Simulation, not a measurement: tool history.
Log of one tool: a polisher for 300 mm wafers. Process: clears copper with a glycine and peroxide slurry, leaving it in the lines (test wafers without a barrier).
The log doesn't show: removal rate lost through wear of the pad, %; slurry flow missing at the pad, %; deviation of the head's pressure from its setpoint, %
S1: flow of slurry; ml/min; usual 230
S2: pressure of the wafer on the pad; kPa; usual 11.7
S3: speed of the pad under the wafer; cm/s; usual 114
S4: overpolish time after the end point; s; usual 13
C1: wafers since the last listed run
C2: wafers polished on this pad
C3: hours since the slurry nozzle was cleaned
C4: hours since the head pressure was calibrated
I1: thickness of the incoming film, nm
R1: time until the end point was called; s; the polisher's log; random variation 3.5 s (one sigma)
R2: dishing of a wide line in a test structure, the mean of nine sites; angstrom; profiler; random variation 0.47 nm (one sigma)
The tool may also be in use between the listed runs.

Run 1, hour 0: usual settings but S2 9.7 kPa, S3 98 cm/s; C1 0; C2 272; C3 68.5; C4 94.1; I1 639.5. Result: R1 235.7 s, R2 299 angstrom.
Run 2, hour 25.1: usual settings but S2 9.7 kPa, S3 98 cm/s; C1 208; C2 480; C3 93.6; C4 119.2; I1 639.6. Result: R1 233.5 s, R2 291 angstrom.
Run 3, hour 61.6: usual settings; C1 302; C2 783; C3 130.1; C4 155.7; I1 661.7. Result: R1 192.1 s, R2 358 angstrom.
Run 4, hour 96.8: usual settings; C1 292; C2 1075; C3 165.3; C4 190.9; I1 651.3. Result: R1 190.4 s, R2 360 angstrom.
Run 5, hour 128.7: usual settings; C1 264; C2 1340; C3 197.2; C4 222.8; I1 644.9. Result: R1 185.9 s, R2 361 angstrom.
At hour 182.4: worn pad replaced by a new one.
Run 6, hour 194.5: usual settings; C1 512; C2 100; C3 263; C4 288.6; I1 643.1. Result: R1 185.2 s, R2 363 angstrom.
Run 7, hour 265.3: usual settings; C1 587; C2 688; C3 333.8; C4 359.4; I1 650.7. Result: R1 189 s, R2 357 angstrom.
Run 8, hour 293.2: usual settings but S1 195 ml/min, S4 11 s; C1 231; C2 919; C3 361.7; C4 387.3; I1 652.7. Result: R1 195.1 s, R2 310 angstrom.
Run 9, hour 351.3: usual settings but S1 245 ml/min; C1 482; C2 1402; C3 419.8; C4 445.4; I1 644.3. Result: R1 183.8 s, R2 368 angstrom.
At hour 367.6: head pressure recalibrated.
At hour 451.1: worn pad replaced by a new one.
Run 10, hour 468.5: usual settings but S1 245 ml/min; C1 922; C2 144; C3 537; C4 100.9; I1 651.3. Result: R1 200.9 s, R2 343 angstrom.
Run 11, hour 532.1: usual settings but S1 245 ml/min; C1 527; C2 671; C3 600.6; C4 164.5; I1 649.9. Result: R1 198.2 s, R2 339 angstrom.
Run 12, hour 579.3: usual settings but S4 16 s; C1 391; C2 1063; C3 647.8; C4 211.7; I1 655. Result: R1 199.7 s, R2 401 angstrom.
Run 13, hour 611: usual settings but S3 104 cm/s; C1 263; C2 1326; C3 679.5; C4 243.4; I1 640. Result: R1 212.7 s, R2 321 angstrom.
Run 14, hour 635.9: usual settings but S3 144 cm/s, S4 6 s; C1 206; C2 1533; C3 704.4; C4 268.3; I1 657.2. Result: R1 177.2 s, R2 195 angstrom.
At hour 678.5: slurry nozzle cleaned.
At hour 700.2: worn pad replaced by a new one.
Run 15, hour 702: usual settings but S1 185 ml/min, S4 8 s; C1 507; C2 15; C3 23.5; C4 334.4; I1 645.4. Result: R1 190.3 s, R2 228 angstrom.
Run 16, hour 740.2: usual settings; C1 317; C2 332; C3 61.7; C4 372.6; I1 650.7. Result: R1 180 s, R2 369 angstrom.
At hour 753.6: head pressure recalibrated.
Run 17, hour 785.9: usual settings but S2 9.7 kPa; C1 362; C2 694; C3 107.4; C4 32.3; I1 646.3. Result: R1 225.8 s, R2 306 angstrom.
Run 18, hour 827.8: usual settings but S1 150 ml/min, S2 15.9 kPa, S3 84 cm/s, S4 19 s; C1 347; C2 1042; C3 149.3; C4 74.2; I1 650.6. Result: R1 208.5 s, R2 458 angstrom.
Run 19, hour 910.9: usual settings but S2 13.1 kPa, S4 21 s; C1 689; C2 1732; C3 232.4; C4 157.3; I1 646.8. Result: R1 180.9 s, R2 574 angstrom.
At hour 964.2: worn pad replaced by a new one.
Run 20, hour 974.1: usual settings but S1 260 ml/min, S3 148 cm/s; C1 491; C2 81; C3 295.6; C4 220.5; I1 645.3. Result: R1 159.8 s, R2 409 angstrom.
Run 21, hour 1025.8: usual settings; C1 429; C2 510; C3 347.3; C4 272.2; I1 651.4. Result: R1 198.7 s, R2 362 angstrom.
Run 22, hour 1094.8: usual settings; C1 572; C2 1083; C3 416.3; C4 341.2; I1 648.2. Result: R1 190.3 s, R2 352 angstrom.
Run 23, hour 1160: usual settings but S2 14.5 kPa; C1 541; C2 1624; C3 481.5; C4 406.4; I1 660.6. Result: R1 164.2 s, R2 407 angstrom.
At hour 1176.4: worn pad replaced by a new one.
Run 24, hour 1206.9: usual settings but S1 285 ml/min, S2 9.7 kPa, S3 82 cm/s; C1 356; C2 253; C3 528.4; C4 453.3; I1 651.6. Result: R1 250.9 s, R2 272 angstrom.

Forecast each of these 4 alternatives for the next run:
Run A, hour 1207.4: usual settings but S1 295 ml/min; C1 4; C2 257; C3 528.9; C4 453.8; I1 656.1. Result: R1 ?, R2 ?.
Run B, hour 1207.4: usual settings but S1 280 ml/min, S2 7.6 kPa, S3 102 cm/s, S4 7 s; C1 4; C2 257; C3 528.9; C4 453.8; I1 656.1. Result: R1 ?, R2 ?.
Run C, hour 1207.4: usual settings but S2 13.8 kPa, S3 84 cm/s, S4 17 s; C1 4; C2 257; C3 528.9; C4 453.8; I1 656.1. Result: R1 ?, R2 ?.
Run D, hour 1207.4: usual settings but S1 255 ml/min, S4 6 s; C1 4; C2 257; C3 528.9; C4 453.8; I1 656.1. Result: R1 ?, R2 ?.

run     R1   R2
  A  189.1  374
  B  269.4  152
  C  213.7  429
  D  193.4  180
Without the tool's hidden state the same runs would have given:
run     R1   R2
  A  194.5  364
  B  274.1  149
  C  216.6  423
  D  197.5  176

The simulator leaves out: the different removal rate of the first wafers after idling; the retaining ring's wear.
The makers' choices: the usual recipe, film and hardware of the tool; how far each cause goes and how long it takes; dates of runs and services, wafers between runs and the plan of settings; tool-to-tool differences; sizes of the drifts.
